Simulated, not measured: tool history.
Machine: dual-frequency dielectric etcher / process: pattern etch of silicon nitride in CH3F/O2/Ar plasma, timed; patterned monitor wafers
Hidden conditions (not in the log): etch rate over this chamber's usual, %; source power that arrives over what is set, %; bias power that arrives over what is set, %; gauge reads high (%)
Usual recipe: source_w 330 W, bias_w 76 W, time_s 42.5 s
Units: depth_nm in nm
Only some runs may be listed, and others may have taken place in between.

run    hour  source_w  bias_w  time_s  wafers since the last listed run  hours since the last wet clean  hours since the last source power generator calibration  hours since the last bias power generator calibration  hours since the last upper electrode change  hours since the gauge calibration  read-back reference wafer on the same gauge, depth_nm  depth_nm
  1       0       330      89    42.5                                 0                             407                                                     3208                                                   2707                                       3275.7                               18.8                                                  31.06     32.08
  2    76.2       330      89    42.5                               700                           483.2                                                   3284.2                                                 2783.2                                       3351.9                                 95                                                  30.91     31.95
  3   112.8       330      76    42.5                               336                           519.8                                                   3320.8                                                 2819.8                                       3388.5                              131.6                                                  30.85     29.44
      194.4  -- wet clean of the chamber
  4   215.2       330      76    42.5                               720                            20.8                                                   3423.2                                                 2922.2                                       3490.9                                234                                                  30.71     29.47
  5   303.8       330      76    42.5                               813                           109.4                                                   3511.8                                                 3010.8                                       3579.5                              322.6                                                  30.61     29.17
  6   342.4       330      76    42.5                               354                             148                                                   3550.4                                                 3049.4                                       3618.1                              361.2                                                  30.59     28.92
  7   446.8       330      76    42.5                               959                           252.4                                                   3654.8                                                 3153.8                                       3722.5                              465.6                                                  30.46     29.22
  8   509.9       330      76    42.5                               579                           315.5                                                   3717.9                                                 3216.9                                       3785.6                              528.7                                                  30.39     29.14
  9   616.8       330      76    42.5                               982                           422.4                                                   3824.8                                                 3323.8                                       3892.5                              635.6                                                  30.35     28.96
 10   752.2       330      76    42.5                              1243                           557.8                                                   3960.2                                                 3459.2                                       4027.9                                771                                                  30.35     28.84
      809.6  -- wet clean of the chamber
 11   858.9       380      76    42.5                               759                            49.3                                                   4066.9                                                 3565.9                                       4134.6                              877.7                                                  30.26     30.41
      927.3  -- upper electrode replaced
 12   954.4       350      91      46                               656                           144.8                                                   4162.4                                                 3661.4                                         27.1                              973.2                                                  30.25      34.9
 13  1057.8       330      76    42.5                               949                           248.2                                                   4265.8                                                 3764.8                                        130.5                             1076.6                                                   30.2     28.73
     1092.5  -- bias power generator calibrated
 14  1105.6       290      76    42.5                               402                             296                                                   4313.6                                                   13.1                                        178.3                             1124.4                                                  30.12     27.39
 15  1154.7       350      76    42.5                               451                           345.1                                                   4362.7                                                   62.2                                        227.4                             1173.5                                                   30.2     29.12
 16  1211.2       330      60      30                               519                           401.6                                                   4419.2                                                  118.7                                        283.9                               1230                                                  30.12     18.17
 17  1300.1       330      76    42.5                               816                           490.5                                                   4508.1                                                  207.6                                        372.8                             1318.9                                                  30.14     28.82
       1315  -- gauge calibrated
     1317.3  -- source power generator calibrated
     1341.9  -- wet clean of the chamber
 18  1380.6       360      82    36.5                               482                            38.7                                                     63.3                                                  288.1                                        453.3                               65.6                                                     31     27.27
 19  1440.1       380      76    34.5                               546                            98.2                                                    122.8                                                  347.6                                        512.8                              125.1                                                  30.93     25.44
 20  1480.5       330      76    42.5                               371                           138.6                                                    163.2                                                    388                                        553.2                              165.5                                                  30.86     29.18
 21  1574.7       370      76    42.5                               865                           232.8                                                    257.4                                                  482.2                                        647.4                              259.7                                                  30.76      30.5
 22    1680       260      61    42.5                               967                           338.1                                                    362.7                                                  587.5                                        752.7                                365                                                  30.61     23.89
 23  1750.1       330      76    42.5                               644                           408.2                                                    432.8                                                  657.6                                        822.8                              435.1                                                  30.53     29.05

Hidden state, per run?
etch rate over this chamber's usual, %: 0 across all the runs
source power that arrives over what is set, %: 0 across all the runs
bias power that arrives over what is set, %: 0 across all the runs
H1: gauge reads high (%)
run      H1
  1  -0.347
  2  -0.828
  3   -1.03
  4   -1.53
  5   -1.88
  6   -2.01
  7   -2.32
  8   -2.48
  9    -2.7
 10   -2.92
 11   -3.05
 12   -3.15
 13   -3.23
 14   -3.26
 15   -3.29
 16   -3.32
 17   -3.37
 18  -0.534
 19   -0.88
 20   -1.09
 21   -1.52
 22   -1.91
 23   -2.12

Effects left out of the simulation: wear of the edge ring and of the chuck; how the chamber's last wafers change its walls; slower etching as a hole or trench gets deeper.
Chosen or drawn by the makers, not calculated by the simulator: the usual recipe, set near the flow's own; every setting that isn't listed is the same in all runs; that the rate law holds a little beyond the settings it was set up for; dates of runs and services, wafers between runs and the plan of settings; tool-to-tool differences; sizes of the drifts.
